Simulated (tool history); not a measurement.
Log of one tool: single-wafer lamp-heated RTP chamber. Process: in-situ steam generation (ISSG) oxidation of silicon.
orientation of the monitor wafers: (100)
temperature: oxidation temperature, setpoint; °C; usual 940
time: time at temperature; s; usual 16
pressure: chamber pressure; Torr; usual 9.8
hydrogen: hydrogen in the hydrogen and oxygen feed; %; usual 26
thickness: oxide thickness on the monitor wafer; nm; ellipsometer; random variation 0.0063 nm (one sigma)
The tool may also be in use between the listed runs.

run   hour  temperature  time  pressure  hydrogen  read-back reference wafer on the same gauge, thickness  thickness
  1      0          940    16       9.8        21                                                   3.942      4.035
  2   13.4          940    16       9.8        26                                                   3.937      4.242
  3   48.4          940    16       9.8        26                                                    3.94       4.24
  4   77.2          940    16       9.8        26                                                   3.941      4.263
  5  110.4          940    16       9.8        26                                                   3.939      4.274
  6  123.9          940    16       9.8        26                                                   3.941       4.28
  7  150.6          940    16       9.8        26                                                   3.942      4.295
  8  183.1          940    16       9.8        26                                                   3.941      4.301
     205.8  -- pyrometer window cleaned and pyrometer calibrated
  9  206.3          940    18       9.8        30                                                   3.941      4.576
 10  231.1          940    11       8.6        26                                                   3.939      3.768
     258.2  -- hydrogen flow controller replaced
 11  293.1          946    16       8.9        17                                                    3.94      3.964
 12  314.8          940    16       9.8        26                                                   3.939      4.268
 13  342.6          940    16       9.8        26                                                   3.942       4.26
 14  362.5          940    11       9.8        26                                                   3.939      3.741
 15  389.2          940    13       9.8        32                                                    3.94       4.18
 16  422.4          934    16       9.8        26                                                   3.941      4.234
 17  451.8          955    21         9        21                                                    3.94       4.84
     471.2  -- pyrometer window cleaned and pyrometer calibrated
 18  471.7          929    19      10.2        22                                                   3.943      4.189
 19  500.4          940    16       9.8        26                                                   3.942      4.238
 20  514.5          940    16       9.8        29                                                   3.941      4.353

Forecast run 21:
 21  538.5          940    16       9.8        26                                                       ?          ?

Run 21 gave read-back reference wafer on the same gauge, thickness 3.941, thickness 4.25 nm.
Without the tool's hidden state the same run would have given thickness 4.189 nm.
